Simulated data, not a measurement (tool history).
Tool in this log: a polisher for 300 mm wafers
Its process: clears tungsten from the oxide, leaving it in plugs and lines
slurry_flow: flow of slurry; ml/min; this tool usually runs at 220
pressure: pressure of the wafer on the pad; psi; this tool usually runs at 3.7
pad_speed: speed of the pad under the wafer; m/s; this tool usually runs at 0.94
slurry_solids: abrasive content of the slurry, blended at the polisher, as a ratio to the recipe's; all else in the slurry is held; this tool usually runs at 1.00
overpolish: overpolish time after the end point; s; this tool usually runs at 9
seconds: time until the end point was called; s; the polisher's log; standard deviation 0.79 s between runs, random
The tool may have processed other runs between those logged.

run    hour  slurry_flow  pressure  pad_speed  slurry_solids  overpolish  wafers since the last listed run  wafers polished on this pad  hours since the slurry nozzle was cleaned  hours since the head pressure was calibrated  hours since the slurry blender was calibrated  hours since the slurry got fresh peroxide  incoming thickness of the incoming film, nm  seconds
  1     0.0          220       3.2       0.94           1.00           9                                 0                          923                                      551.4                                          53.2                                          373.5                                      111.7                                        309.0     70.0
       41.9  -- slurry nozzle cleaned
  2    92.8          220       3.7       0.94           1.00           9                              1273                         2196                                       50.9                                         146.0                                          466.3                                      204.5                                        310.6     63.0
  3   173.3          220       3.7       0.94           1.00           9                              1116                         3313                                      131.4                                         226.5                                          546.8                                      285.0                                        311.3     64.8
      184.4  -- slurry blender recalibrated
  4   277.8          220       3.7       0.94           1.00           9                              1421                         4734                                      235.9                                         331.0                                           93.4                                      389.5                                        310.8     59.9
      367.6  -- slurry tank refilled with fresh slurry and peroxide
      378.1  -- worn pad replaced by a new one
  5   378.6          220       3.7       0.94           1.00           9                              1328                            7                                      336.7                                         431.8                                          194.2                                       11.0                                        315.1     62.3
  6   446.2          220       3.7       0.94           1.00           9                               937                          945                                      404.3                                         499.4                                          261.8                                       78.6                                        312.8     61.2
  7   529.8          220       3.7       0.94           1.00           9                              1159                         2104                                      487.9                                         583.0                                          345.4                                      162.2                                        309.1     61.8
      558.5  -- slurry nozzle cleaned
  8   586.1          220       3.7       0.94           1.00           9                               766                         2871                                       27.6                                         639.3                                          401.7                                      218.5                                        307.8     63.1
  9   634.8          220       3.7       0.94           1.00           9                               675                         3546                                       76.3                                         688.0                                          450.4                                      267.2                                        309.9     63.3
      652.7  -- slurry blender recalibrated
 10   698.6          220       3.7       0.94           1.00           9                               857                         4403                                      140.1                                         751.8                                           45.9                                      331.0                                        315.3     60.5
 11   759.9          255       3.7       0.94           1.00           9                               850                         5254                                      201.4                                         813.1                                          107.2                                      392.3                                        309.6     58.7
      821.0  -- worn pad replaced by a new one
 12   843.8          145       3.7       0.94           1.00          13                              1108                          316                                      285.3                                         897.0                                          191.1                                      476.2                                        311.9     65.1
      915.2  -- slurry tank refilled with fresh slurry and peroxide
 13   939.2          220       3.7       0.94           1.00           9                              1309                         1625                                      380.7                                         992.4                                          286.5                                       24.0                                        308.9     62.4
 14  1021.8          220       3.4       0.94           1.00           9                              1145                         2771                                      463.3                                        1075.0                                          369.1                                      106.6                                        310.2     67.4
 15  1070.9          220       3.7       0.72           1.00           4                               680                         3452                                      512.4                                        1124.1                                          418.2                                      155.7                                        308.4     82.6
     1072.1  -- slurry nozzle cleaned
 16  1112.8          220       3.7       0.64           1.00           4                               567                         4019                                       40.7                                        1166.0                                          460.1                                      197.6                                        315.0     95.9
 17  1183.7          220       3.7       0.94           1.00           9                               983                         5002                                      111.6                                        1236.9                                          531.0                                      268.5                                        308.6     64.7
     1250.8  -- slurry blender recalibrated
 18  1251.7          220       3.1       0.94           0.75           9                               915                         5918                                      179.6                                        1304.9                                            0.9                                      336.5                                        309.4     74.1
     1307.4  -- worn pad replaced by a new one, of another model than before
     1336.2  -- head pressure recalibrated
 19  1336.7          170       3.3       0.70           1.00           4                              1095                          378                                      264.6                                           0.5                                           85.9                                      421.5                                        308.7     87.8
     1469.7  -- slurry tank refilled with fresh slurry and peroxide
 20  1547.4          220       4.6       0.94           1.00           9                              2908                         3286                                      475.3                                         211.2                                          296.6                                       77.7                                        304.8     53.4
     1603.5  -- slurry nozzle cleaned
     1729.2  -- slurry blender recalibrated
     1776.9  -- worn pad replaced by a new one
 21  1805.4          220       3.1       1.02           1.00           9                              3481                          394                                      201.9                                         469.2                                           76.2                                      335.7                                        316.9     65.7
 22  1887.2          295       2.9       1.08           0.80           9                              1134                         1529                                      283.7                                         551.0                                          158.0                                      417.5                                        309.9     66.4
     1950.2  -- slurry tank refilled with fresh slurry and peroxide
 23  1958.4          220       3.7       0.64           1.00           4                               973                         2502                                      354.9                                         622.2                                          229.2                                        8.2                                        311.3     80.6
 24  2042.0          145       3.7       0.64           0.75          11                              1159                         3662                                      438.5                                         705.8                                          312.8                                       91.8                                        304.1    107.3
     2109.0  -- slurry nozzle cleaned
 25  2173.7          220       3.7       0.94           1.00           9                              1812                         5474                                       64.7                                         837.5                                          444.5                                      223.5                                        314.6     63.4
     2208.7  -- slurry blender recalibrated
 26  2219.8          220       3.7       0.94           1.15           9                               611                         6086                                      110.8                                         883.6                                           11.1                                      269.6                                        315.9     58.1

Here are 3 independent what-if runs from the current tool condition. What would each one return?
  A  2220.2          220       3.7       0.94           1.00           9                                 5                         6092                                      111.2                                         884.0                                           11.5                                      270.0                                        313.2        ?
  B  2220.2          275       3.7       0.94           0.80           9                                 5                         6092                                      111.2                                         884.0                                           11.5                                      270.0                                        313.2        ?
  C  2220.2          160       3.7       0.94           0.80           9                                 5                         6092                                      111.2                                         884.0                                           11.5                                      270.0                                        313.2        ?

run  seconds
  A     59.1
  B     60.5
  C     71.8
With the hidden condition removed and each run's random variation left untouched, the same runs would have given:
run  seconds
  A     58.5
  B     60.0
  C     71.1

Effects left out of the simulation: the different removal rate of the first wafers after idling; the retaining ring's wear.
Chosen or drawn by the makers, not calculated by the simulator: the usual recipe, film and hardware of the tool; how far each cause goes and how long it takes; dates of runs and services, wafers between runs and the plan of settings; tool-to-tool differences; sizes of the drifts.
